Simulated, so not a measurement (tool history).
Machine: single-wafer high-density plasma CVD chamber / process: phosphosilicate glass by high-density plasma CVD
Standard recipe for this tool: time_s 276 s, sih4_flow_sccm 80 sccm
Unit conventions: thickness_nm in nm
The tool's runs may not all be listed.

run,day,time_s,sih4_flow_sccm,"read-back reference wafer on the same gauge, thickness_nm",thickness_nm
1,0,276,84,2269.573,2565.012
2,0.758,276,84,2270.115,2566.932
3,1.479,276,80,2269.643,2446.88
4,2.775,276,80,2270.172,2453.499
# day 3.608: gauge calibrated
5,4.238,276,80,2269.98,2449.31
6,4.962,276,80,2270.093,2452.521
7,5.562,276,80,2270.152,2444.058
8,6.979,276,80,2269.496,2444.968
9,8.421,276,80,2270.303,2447.959
10,9.862,276,80,2268.935,2456.894
11,10.625,276,80,2270.067,2449.152
12,11.696,276,80,2271.129,2457.894
13,12.221,302,80,2268.896,2682.083
14,12.767,302,80,2270.046,2675.967
15,13.283,276,80,2267.749,2452.367
16,14.092,276,80,2270.248,2453.439
17,14.738,261,80,2268.639,2316.968
18,16.204,276,80,2268.978,2453.839
# day 19.525: silane flow controller replaced
19,19.717,307,92,2270.373,2943.906
20,20.608,316,86,2269.644,2831.016
21,21.642,276,80,2269.602,2303.755
22,22.933,237,86,2268.773,2127.484
23,24.175,313,80,2270.153,2612.984
24,24.992,276,87,2268.814,2515.764
25,26.308,256,70,2271.317,1878.408
# day 26.854: gauge calibrated
26,27.483,254,92,2269.768,2453.123
27,28.238,229,71,2270.04,1708.508
28,28.8,237,86,2269.129,2140.046
29,30.5,292,89,2270.613,2736.576

Estimate the outcome of run 30 from the log above:
30,31.396,233,76,?,?

read-back reference wafer on the same gauge, thickness_nm: 2270.287
thickness_nm: 1867.276 nm
On a tool with no hidden condition, and with the same random variation, this run would have come out at thickness_nm 1853.574 nm.
